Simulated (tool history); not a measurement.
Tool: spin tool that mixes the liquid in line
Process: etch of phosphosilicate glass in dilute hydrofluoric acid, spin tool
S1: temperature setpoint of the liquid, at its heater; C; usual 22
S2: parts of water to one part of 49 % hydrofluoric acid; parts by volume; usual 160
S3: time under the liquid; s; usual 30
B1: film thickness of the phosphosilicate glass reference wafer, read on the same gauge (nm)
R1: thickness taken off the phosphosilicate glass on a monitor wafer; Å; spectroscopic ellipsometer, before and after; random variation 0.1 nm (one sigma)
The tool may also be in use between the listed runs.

| run | hour | S1 | S2 | S3 | B1 | R1 |
|---|---|---|---|---|---|---|
| 1 | 0 | 18.5 | 160 | 30 | 90 | 80.5 |
| 2 | 73.2 | 22 | 160 | 30 | 89.99 | 91.9 |
| 3 | 149 | 22 | 180 | 30 | 89.99 | 80.5 |
|  | 164.7 | thermometer replaced |
| 4 | 226.6 | 22 | 180 | 30 | 90 | 78.5 |
|  | 292.8 | gauge calibrated |
| 5 | 298.6 | 22 | 160 | 30 | 90.01 | 90.6 |
| 6 | 338.6 | 22 | 125 | 30 | 90.01 | 120.4 |
| 7 | 425.9 | 22 | 125 | 30 | 90 | 118.6 |
| 8 | 484.6 | 18 | 120 | 15 | 89.98 | 52.8 |
|  | 524.8 | hydrofluoric acid flow meter replaced, repeated, since the last time left the tool worse |
| 9 | 563.8 | 22 | 160 | 15 | 89.99 | 53.6 |
| 10 | 605.6 | 22 | 235 | 30 | 89.98 | 66.5 |
| 11 | 657.7 | 22 | 160 | 30 | 90 | 106.8 |
| 12 | 763.4 | 22 | 240 | 30 | 90 | 65.2 |
| 13 | 869.8 | 27 | 215 | 15 | 90.01 | 44.3 |
| 14 | 971.6 | 22 | 160 | 30 | 90.01 | 103.5 |
| 15 | 1054.3 | 22 | 240 | 20 | 90 | 42.2 |
| 16 | 1093 | 22 | 160 | 30 | 90.02 | 103.5 |
| 17 | 1161.5 | 23.5 | 130 | 30 | 90 | 140.4 |
| 18 | 1250.7 | 22 | 160 | 30 | 90 | 101.6 |
| 19 | 1340.9 | 22 | 160 | 30 | 89.99 | 100.5 |
|  | 1400.1 | hydrofluoric acid flow meter replaced |
| 20 | 1423.5 | 26 | 110 | 15 | 90.01 | 99 |
| 21 | 1464.5 | 25.5 | 90 | 30 | 90.01 | 238.1 |
| 22 | 1558.4 | 23.5 | 190 | 40 | 89.99 | 124.2 |
| 23 | 1657 | 20 | 115 | 20 | 90 | 95.4 |
| 24 | 1704 | 24 | 240 | 15 | 90 | 34.7 |
| 25 | 1782.7 | 22 | 135 | 40 | 90.01 | 171.4 |
| 26 | 1840.3 | 22 | 160 | 30 | 90 | 106.6 |
| 27 | 1914.6 | 22 | 160 | 20 | 90 | 70.3 |

Forecast run 28:
| 28 | 1952.9 | 27 | 200 | 15 | ? | ? |

{"run 28": {"B1": 90, "R1": 47.7}}
Without the tool's hidden state the same run would have given R1 49.7 Å.

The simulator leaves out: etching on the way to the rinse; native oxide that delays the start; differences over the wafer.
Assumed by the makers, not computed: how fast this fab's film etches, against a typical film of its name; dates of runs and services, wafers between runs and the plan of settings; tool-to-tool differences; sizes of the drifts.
